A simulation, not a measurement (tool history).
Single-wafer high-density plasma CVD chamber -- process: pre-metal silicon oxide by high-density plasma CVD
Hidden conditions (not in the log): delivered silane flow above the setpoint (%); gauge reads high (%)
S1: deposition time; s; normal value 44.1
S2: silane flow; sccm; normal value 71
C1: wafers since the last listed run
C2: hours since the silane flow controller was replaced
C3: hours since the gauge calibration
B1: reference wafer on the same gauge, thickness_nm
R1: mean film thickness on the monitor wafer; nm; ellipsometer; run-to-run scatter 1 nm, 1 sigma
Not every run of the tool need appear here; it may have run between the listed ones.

run	day	S1	S2	C1	C2	C3	B1	R1
1	0.000	44.1	71	0	2909.2	113.2	369.754	359.091
2	1.321	44.1	71	581	2940.9	144.9	370.025	359.350
3	2.138	44.1	71	359	2960.5	164.5	370.026	360.481
4	2.871	44.1	71	323	2978.1	182.1	369.564	360.026
5	3.483	44.1	71	269	2992.8	196.8	369.929	359.771
6	4.383	44.1	71	396	3014.4	218.4	369.651	359.912
7	4.992	44.1	71	268	3029.0	233.0	369.816	360.605
8	6.121	46.4	71	497	3056.1	260.1	369.704	378.928
9	7.392	46.4	71	559	3086.6	290.6	370.410	381.353
10	7.962	44.1	71	251	3100.3	304.3	369.767	360.715
11	8.950	44.1	71	435	3124.0	328.0	369.868	361.736
12	10.367	44.1	71	624	3158.0	362.0	370.097	360.961
13	11.650	44.1	71	565	3188.8	392.8	369.874	363.750
14	12.662	44.1	71	446	3213.1	417.1	369.949	362.474
15	13.221	44.1	71	245	3226.5	430.5	369.991	363.844
16	14.654	44.1	71	631	3260.9	464.9	369.996	361.572
17	16.125	44.1	66	648	3296.2	500.2	369.959	337.854
# day 16.179: gauge calibrated
18	16.762	44.1	71	280	3311.5	14.0	370.064	364.038
# day 17.846: silane flow controller replaced
19	17.867	46.5	78	339	0.5	40.5	370.242	402.518
20	18.233	36.9	66	161	9.3	49.3	369.914	272.305
21	18.767	44.1	85	234	22.1	62.1	369.841	416.469
22	20.088	51.3	77	581	53.8	93.8	369.855	440.631
23	20.708	44.1	82	273	68.7	108.7	370.051	403.339
24	22.208	44.1	71	660	104.7	144.7	370.016	348.845
25	22.879	47.7	61	295	120.8	160.8	370.154	321.931
26	24.246	44.1	78	602	153.6	193.6	370.008	382.125
27	25.579	44.1	71	587	185.6	225.6	370.326	350.540
28	26.192	38.8	64	269	200.3	240.3	370.040	274.190
29	27.604	44.1	71	622	234.2	274.2	370.055	346.983
30	28.992	44.1	71	611	267.5	307.5	369.693	347.307
31	29.579	52.1	71	258	281.6	321.6	369.862	411.217
32	31.033	40.3	67	640	316.5	356.5	370.277	301.218
33	31.858	38.2	66	363	336.3	376.3	370.006	281.451
34	33.117	51.6	83	554	366.5	406.5	369.912	478.159
35	34.429	52.1	78	578	398.0	438.0	369.790	453.646
36	35.617	35.5	83	523	426.5	466.5	370.084	328.506
37	36.379	51.8	71	335	444.8	484.8	369.554	408.292

What was the tool's hidden state at every run in the log?
gauge reads high (%): 0 on each run
H1: delivered silane flow above the setpoint (%)
run	H1
1	4.18
2	4.27
3	4.33
4	4.37
5	4.42
6	4.48
7	4.52
8	4.6
9	4.69
10	4.73
11	4.8
12	4.9
13	4.99
14	5.06
15	5.1
16	5.21
17	5.32
18	5.37
19	0.834
20	0.834
21	0.834
22	0.835
23	0.836
24	0.839
25	0.841
26	0.845
27	0.85
28	0.853
29	0.86
30	0.868
31	0.871
32	0.881
33	0.887
34	0.897
35	0.909
36	0.92
37	0.927
